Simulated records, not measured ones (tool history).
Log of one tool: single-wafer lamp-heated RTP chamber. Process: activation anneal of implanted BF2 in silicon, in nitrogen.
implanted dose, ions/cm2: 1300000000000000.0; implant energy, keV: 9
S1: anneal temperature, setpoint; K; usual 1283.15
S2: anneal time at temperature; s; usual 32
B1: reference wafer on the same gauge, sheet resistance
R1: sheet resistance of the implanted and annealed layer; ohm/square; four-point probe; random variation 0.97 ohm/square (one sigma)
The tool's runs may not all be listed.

run 1 hour=0 | S1=1283.15 S2=32 | B1=142.85 | R1=174.67
run 2 hour=10.5 | S1=1283.15 S2=32 | B1=143.11 | R1=176.16
run 3 hour=17.9 | S1=1283.15 S2=32 | B1=143.1 | R1=176.05
run 4 hour=29.6 | S1=1283.15 S2=32 | B1=142.95 | R1=176.72
run 5 hour=43.1 | S1=1283.15 S2=32 | B1=143.28 | R1=175.65
run 6 hour=49.6 | S1=1283.15 S2=32 | B1=142.95 | R1=173.3
run 7 hour=58.4 | S1=1283.15 S2=32 | B1=142.5 | R1=177.09
run 8 hour=68.9 | S1=1283.15 S2=32 | B1=142.85 | R1=175.55
run 9 hour=85.1 | S1=1283.15 S2=32 | B1=143.06 | R1=175.87
run 10 hour=94.2 | S1=1283.15 S2=32 | B1=142.89 | R1=175.13
run 11 hour=105.1 | S1=1283.15 S2=32 | B1=143.24 | R1=176.57
run 12 hour=114.7 | S1=1283.15 S2=32 | B1=142.9 | R1=175.74
run 13 hour=126.9 | S1=1283.15 S2=32 | B1=142.7 | R1=174.58
run 14 hour=135.9 | S1=1283.15 S2=32 | B1=142.88 | R1=173.5
run 15 hour=142.4 | S1=1283.15 S2=32 | B1=143.23 | R1=174.22
run 16 hour=157.6 | S1=1283.15 S2=32 | B1=142.91 | R1=173.2
run 17 hour=169.8 | S1=1283.15 S2=32 | B1=143.18 | R1=173.05
run 18 hour=185.5 | S1=1294.15 S2=32 | B1=142.84 | R1=159.29
run 19 hour=198.2 | S1=1283.15 S2=49 | B1=143.04 | R1=156.91
run 20 hour=211.5 | S1=1297.15 S2=32 | B1=143.13 | R1=156.05
-- hour=228.4 gauge calibrated
-- hour=231.3 reflector plate cleaned
run 21 hour=231.8 | S1=1283.15 S2=17 | B1=143 | R1=215.64
run 22 hour=236.2 | S1=1309.15 S2=32 | B1=143.41 | R1=148.37
run 23 hour=263.8 | S1=1283.15 S2=48 | B1=143.11 | R1=162.33
run 24 hour=281.1 | S1=1296.15 S2=25 | B1=142.7 | R1=169.22
run 25 hour=288.8 | S1=1261.15 S2=40 | B1=143.12 | R1=217.96
run 26 hour=301.6 | S1=1274.15 S2=46 | B1=143 | R1=177.74
-- hour=321.7 pyrometer window cleaned and pyrometer calibrated
run 27 hour=322.2 | S1=1295.15 S2=21 | B1=143.19 | R1=179.1
run 28 hour=332.2 | S1=1304.15 S2=17 | B1=142.81 | R1=173.49
run 29 hour=343.2 | S1=1274.15 S2=46 | B1=143.08 | R1=178.43
run 30 hour=350 | S1=1301.15 S2=24 | B1=143.34 | R1=163.87
run 31 hour=357.3 | S1=1283.15 S2=32 | B1=142.67 | R1=178.25
run 32 hour=369.2 | S1=1298.15 S2=15 | B1=142.81 | R1=191.76
run 33 hour=382 | S1=1254.15 S2=40 | B1=143.17 | R1=235.8
run 34 hour=398.1 | S1=1272.15 S2=32 | B1=143.01 | R1=198.33
run 35 hour=408.9 | S1=1283.15 S2=32 | B1=143.11 | R1=179.15
run 36 hour=419.7 | S1=1283.15 S2=32 | B1=143.06 | R1=177.59
run 37 hour=432.8 | S1=1298.15 S2=45 | B1=143.16 | R1=146.9
run 38 hour=447 | S1=1259.15 S2=43 | B1=143.06 | R1=215.38

3 ways to go on from here, each from the tool as it stands after run 38. What would each give?
run A hour=447.4 | S1=1283.15 S2=32 | B1=? | R1=?
run B hour=447.4 | S1=1283.15 S2=41 | B1=? | R1=?
run C hour=447.4 | S1=1306.15 S2=51 | B1=? | R1=?

run=A B1=143.21 R1=176.46
run=B B1=143.21 R1=165.55
run=C B1=143.21 R1=136.79
Without the tool's hidden state the same runs would have given:
run=A R1=177.91
run=B R1=166.83
run=C R1=137.29
